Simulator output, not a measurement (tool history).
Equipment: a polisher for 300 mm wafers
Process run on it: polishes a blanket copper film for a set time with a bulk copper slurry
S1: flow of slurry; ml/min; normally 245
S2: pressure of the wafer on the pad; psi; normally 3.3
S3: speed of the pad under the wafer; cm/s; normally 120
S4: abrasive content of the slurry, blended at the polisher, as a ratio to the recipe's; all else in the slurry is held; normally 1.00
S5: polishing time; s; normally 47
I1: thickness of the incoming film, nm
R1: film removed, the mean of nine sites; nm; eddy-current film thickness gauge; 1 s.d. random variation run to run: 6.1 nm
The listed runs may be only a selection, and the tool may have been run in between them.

Run 1, hour 0.0: usual settings but S3 102 cm/s; I1 2790.4. Result: R1 557.8 nm.
At hour 21.7: worn pad replaced by a new one.
Run 2, hour 22.2: usual settings but S3 102 cm/s; I1 2787.1. Result: R1 553.5 nm.
Run 3, hour 39.2: usual settings but S3 102 cm/s; I1 2752.4. Result: R1 565.5 nm.
Run 4, hour 59.7: usual settings; I1 2818.9. Result: R1 654.6 nm.
Run 5, hour 84.3: usual settings; I1 2737.5. Result: R1 649.7 nm.
At hour 96.9: worn pad replaced by a new one.
Run 6, hour 113.6: usual settings but S1 210 ml/min; I1 2775.0. Result: R1 637.0 nm.
At hour 122.6: head pressure recalibrated.
At hour 132.7: slurry nozzle cleaned.
Run 7, hour 136.3: usual settings; I1 2738.6. Result: R1 602.2 nm.
At hour 157.6: worn pad replaced by a new one.
Run 8, hour 163.0: usual settings but S1 285 ml/min; I1 2792.0. Result: R1 623.4 nm.
At hour 168.7: slurry blender recalibrated.
Run 9, hour 181.0: usual settings but S3 160 cm/s; I1 2846.3. Result: R1 799.6 nm.
At hour 190.9: slurry nozzle cleaned, repeated, since the last time left the tool worse.
Run 10, hour 210.6: usual settings but S2 3.8 psi, S3 152 cm/s, S4 1.10, S5 62 s; I1 2751.5. Result: R1 1310.0 nm.
At hour 228.0: worn pad replaced by a new one.
Run 11, hour 231.7: usual settings but S1 175 ml/min, S2 2.2 psi, S4 1.15, S5 57 s; I1 2795.2. Result: R1 534.4 nm.
Run 12, hour 254.6: usual settings but S3 82 cm/s; I1 2783.9. Result: R1 455.7 nm.
Run 13, hour 289.4: usual settings but S3 82 cm/s; I1 2814.0. Result: R1 458.1 nm.
At hour 294.7: worn pad replaced by a new one.
Run 14, hour 315.5: usual settings but S3 102 cm/s; I1 2837.4. Result: R1 572.2 nm.
Run 15, hour 329.0: usual settings but S1 275 ml/min, S3 148 cm/s, S4 1.20, S5 37 s; I1 2788.2. Result: R1 689.7 nm.

Here are 3 independent what-if runs from the current tool condition. What would each one return?
Run A, hour 329.4: usual settings; I1 2800.3. Result: R1 ?.
Run B, hour 329.4: usual settings but S5 41 s; I1 2800.3. Result: R1 ?.
Run C, hour 329.4: usual settings but S2 3.8 psi, S3 136 cm/s, S4 1.25, S5 55 s; I1 2800.3. Result: R1 ?.

run      R1
  A   664.2
  B   579.4
  C  1064.9
Had the tool no hidden state, the same runs would have come out as:
run      R1
  A   672.6
  B   586.7
  C  1078.4
